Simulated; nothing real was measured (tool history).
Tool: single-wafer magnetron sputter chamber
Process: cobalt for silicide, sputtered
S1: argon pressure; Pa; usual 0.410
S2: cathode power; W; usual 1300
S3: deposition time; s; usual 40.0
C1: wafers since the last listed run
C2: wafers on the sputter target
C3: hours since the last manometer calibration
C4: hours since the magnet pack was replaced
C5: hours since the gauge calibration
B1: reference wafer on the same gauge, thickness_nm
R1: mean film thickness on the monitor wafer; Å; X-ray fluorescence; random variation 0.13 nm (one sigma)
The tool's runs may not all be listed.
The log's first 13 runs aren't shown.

{"run": 14, "hour": 936.7, "S1": 0.41, "S2": 1300, "S3": 40.0, "C1": 1462, "C2": 12953, "C3": 970.0, "C4": 411.3, "C5": 1708.6, "B1": 26.1, "R1": 251.73}
{"run": 15, "hour": 990.9, "S1": 0.41, "S2": 1000, "S3": 40.0, "C1": 1467, "C2": 14421, "C3": 1024.2, "C4": 465.5, "C5": 1762.8, "B1": 26.165, "R1": 192.5}
{"run": 16, "hour": 1035.5, "S1": 0.552, "S2": 1000, "S3": 47.0, "C1": 1207, "C2": 15629, "C3": 1068.8, "C4": 510.1, "C5": 1807.4, "B1": 26.057, "R1": 217.87}
{"hour": 1080.7, "done": "sputter target and shields replaced"}
{"run": 17, "hour": 1124.0, "S1": 0.41, "S2": 1300, "S3": 44.1, "C1": 2179, "C2": 1171, "C3": 1157.3, "C4": 598.6, "C5": 1895.9, "B1": 26.147, "R1": 274.46}
{"hour": 1171.5, "done": "gauge calibrated"}
{"run": 18, "hour": 1191.7, "S1": 0.469, "S2": 1050, "S3": 40.0, "C1": 1833, "C2": 3004, "C3": 1225.0, "C4": 666.3, "C5": 20.2, "B1": 26.077, "R1": 201.04}
{"hour": 1208.2, "done": "capacitance manometer re-zeroed and calibrated"}
{"run": 19, "hour": 1288.3, "S1": 0.41, "S2": 1050, "S3": 40.0, "C1": 2399, "C2": 5404, "C3": 80.1, "C4": 762.9, "C5": 116.8, "B1": 26.091, "R1": 201.75}
{"run": 20, "hour": 1363.8, "S1": 0.41, "S2": 1300, "S3": 40.0, "C1": 2044, "C2": 7448, "C3": 155.6, "C4": 838.4, "C5": 192.3, "B1": 26.123, "R1": 250.18}
{"run": 21, "hour": 1468.4, "S1": 0.537, "S2": 1300, "S3": 40.0, "C1": 2832, "C2": 10280, "C3": 260.2, "C4": 943.0, "C5": 296.9, "B1": 26.049, "R1": 241.44}
{"run": 22, "hour": 1520.4, "S1": 0.288, "S2": 1400, "S3": 36.3, "C1": 1408, "C2": 11689, "C3": 312.2, "C4": 995.0, "C5": 348.9, "B1": 26.089, "R1": 258.1}
{"run": 23, "hour": 1591.2, "S1": 0.41, "S2": 1300, "S3": 40.0, "C1": 1917, "C2": 13606, "C3": 383.0, "C4": 1065.8, "C5": 419.7, "B1": 26.122, "R1": 250.19}
{"run": 24, "hour": 1665.3, "S1": 0.41, "S2": 1100, "S3": 35.4, "C1": 2006, "C2": 15612, "C3": 457.1, "C4": 1139.9, "C5": 493.8, "B1": 26.141, "R1": 186.96}
{"run": 25, "hour": 1765.4, "S1": 0.41, "S2": 1300, "S3": 40.0, "C1": 2710, "C2": 18323, "C3": 557.2, "C4": 1240.0, "C5": 593.9, "B1": 26.063, "R1": 249.59}
{"hour": 1803.4, "done": "sputter target and shields replaced"}
{"run": 26, "hour": 1813.2, "S1": 0.41, "S2": 1300, "S3": 40.0, "C1": 1077, "C2": 264, "C3": 605.0, "C4": 1287.8, "C5": 641.7, "B1": 26.097, "R1": 250.5}
{"run": 27, "hour": 1875.9, "S1": 0.41, "S2": 1300, "S3": 44.1, "C1": 1697, "C2": 1962, "C3": 667.7, "C4": 1350.5, "C5": 704.4, "B1": 26.136, "R1": 275.83}
{"run": 28, "hour": 2024.7, "S1": 0.41, "S2": 1300, "S3": 40.0, "C1": 4029, "C2": 5991, "C3": 816.5, "C4": 1499.3, "C5": 853.2, "B1": 26.061, "R1": 250.63}
{"run": 29, "hour": 2132.6, "S1": 0.41, "S2": 1300, "S3": 40.0, "C1": 2921, "C2": 8913, "C3": 924.4, "C4": 1607.2, "C5": 961.1, "B1": 26.112, "R1": 250.28}
{"run": 30, "hour": 2204.0, "S1": 0.458, "S2": 1100, "S3": 36.8, "C1": 1933, "C2": 10846, "C3": 995.8, "C4": 1678.6, "C5": 1032.5, "B1": 26.134, "R1": 193.93}
{"run": 31, "hour": 2290.8, "S1": 0.524, "S2": 1300, "S3": 35.1, "C1": 2350, "C2": 13197, "C3": 1082.6, "C4": 1765.4, "C5": 1119.3, "B1": 26.123, "R1": 210.71}
{"run": 32, "hour": 2393.2, "S1": 0.272, "S2": 1050, "S3": 36.8, "C1": 2772, "C2": 15970, "C3": 1185.0, "C4": 1867.8, "C5": 1221.7, "B1": 26.077, "R1": 193.67}

The next listed run, before its measurement:
{"run": 33, "hour": 2450.5, "S1": 0.41, "S2": 1300, "S3": 42.2, "C1": 1551, "C2": 17521, "C3": 1242.3, "C4": 1925.1, "C5": 1279.0, "B1": "?", "R1": "?"}

{"run 33": {"B1": 26.127, "R1": 267.48}}
Without the tool's hidden state the same run would have given R1 267.48 Å.
